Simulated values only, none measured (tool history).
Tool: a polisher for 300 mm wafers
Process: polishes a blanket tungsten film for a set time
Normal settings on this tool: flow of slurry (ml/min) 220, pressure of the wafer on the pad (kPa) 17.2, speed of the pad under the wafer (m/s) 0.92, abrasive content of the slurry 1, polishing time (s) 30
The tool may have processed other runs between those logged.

run	hour	flow of slurry (ml/min)	pressure of the wafer on the pad (kPa)	speed of the pad under the wafer (m/s)	abrasive content of the slurry	polishing time (s)	wafers since the last listed run	wafers polished on this pad	hours since the slurry nozzle was cleaned	hours since the head pressure was calibrated	hours since the slurry blender was calibrated	hours since the slurry got fresh peroxide	incoming thickness of the incoming film, nm	film removed (angstrom)
1	0	220	12.4	0.92	1	30	0	3217	487	1364.9	531	465.1	1289.9	525
# hour 13.8: head pressure recalibrated
2	54.9	220	17.2	0.92	1	30	858	4076	541.9	41.1	585.9	520	1300.3	856
# hour 90.1: slurry blender recalibrated
# hour 112.6: slurry tank refilled with fresh slurry and peroxide
3	140.9	220	17.2	0.92	1	30	1346	5423	627.9	127.1	50.8	28.3	1303.6	801
4	227.5	220	17.2	0.92	1	30	1405	6828	714.5	213.7	137.4	114.9	1292.9	808
5	324.7	220	17.2	0.92	1	30	1577	8405	811.7	310.9	234.6	212.1	1296.7	794
6	378.4	235	17.2	0.92	1	30	871	9276	865.4	364.6	288.3	265.8	1294.5	795
# hour 401.9: slurry nozzle cleaned
# hour 434.3: worn pad replaced by a new one
7	446.3	180	17.2	1.2	1	30	1020	194	44.4	432.5	356.2	333.7	1310.4	925
8	486	295	17.2	0.74	1.1	30	644	838	84.1	472.2	395.9	373.4	1308.9	711
9	554.2	220	17.2	0.92	1	30	1106	1945	152.3	540.4	464.1	441.6	1287	779
10	621.5	235	17.2	0.92	1	30	1092	3037	219.6	607.7	531.4	508.9	1310.6	794
11	659.5	220	17.2	0.92	1	30	616	3654	257.6	645.7	569.4	546.9	1289.9	759
12	706.8	220	17.2	0.78	1	30	767	4421	304.9	693	616.7	594.2	1303.4	691
13	805.4	220	22.1	0.92	1	30	1599	6021	403.5	791.6	715.3	692.8	1290.8	986
# hour 845.3: slurry tank refilled with fresh slurry and peroxide
14	856.3	160	20.7	0.68	1	30	809	6831	454.4	842.5	766.2	11	1311.1	708
# hour 860.6: slurry blender recalibrated
15	918.9	145	13.8	1.22	1	39	983	7814	517	905.1	58.3	73.6	1299.3	899
16	1011.1	220	17.2	0.92	0.9	30	1496	9311	609.2	997.3	150.5	165.8	1305.1	740
# hour 1092.8: worn pad replaced by a new one
17	1093.8	195	17.2	1.06	0.9	30	1277	16	691.9	1080	233.2	248.5	1314.3	812
18	1181.5	220	17.2	0.92	1.2	30	1423	1439	779.6	1167.7	320.9	336.2	1312.2	804
# hour 1199.4: slurry nozzle cleaned
# hour 1237.1: head pressure recalibrated
19	1287.4	220	17.2	0.92	1	30	1669	3109	88	50.3	426.8	442.1	1306.3	840
20	1381.3	220	13.8	0.92	1	38	1523	4632	181.9	144.2	520.7	536	1305.5	828
21	1448.5	220	20.7	0.92	1	30	1090	5723	249.1	211.4	587.9	603.2	1283.5	964
# hour 1524.3: slurry blender recalibrated
# hour 1544.6: slurry tank refilled with fresh slurry and peroxide
22	1635.1	220	23.4	0.92	1.2	30	2979	8702	435.7	398	110.8	90.5	1293	1109
23	1725.8	220	17.2	1.04	1	22	1471	10174	526.4	488.7	201.5	181.2	1295.5	621
# hour 1763.2: worn pad replaced by a new one
24	2022.5	160	17.2	1.14	0.85	22	4749	4207	823.1	785.4	498.2	477.9	1283.9	597
# hour 2080.2: slurry nozzle cleaned
25	2084.5	220	17.2	0.92	1	30	989	5197	4.3	847.4	560.2	539.9	1293.7	765
26	2125.6	220	17.2	0.92	1	39	666	5864	45.4	888.5	601.3	581	1297.4	996
# hour 2165: slurry blender recalibrated
27	2171.2	145	17.2	1	1	34	707	6571	91	934.1	6.2	626.6	1306.9	858

Here are 3 independent what-if runs from the current tool condition. What would each one return?
A	2171.6	220	17.2	0.92	0.8	30	6	6578	91.4	934.5	6.6	627	1319.1	?
B	2171.6	150	20.7	0.92	1.15	30	6	6578	91.4	934.5	6.6	627	1319.1	?
C	2171.6	295	11	1.22	1	30	6	6578	91.4	934.5	6.6	627	1319.1	?

run	film removed (angstrom)
A	711
B	860
C	601
Without the tool's unlogged condition, the same runs would have read:
run	film removed (angstrom)
A	792
B	958
C	670
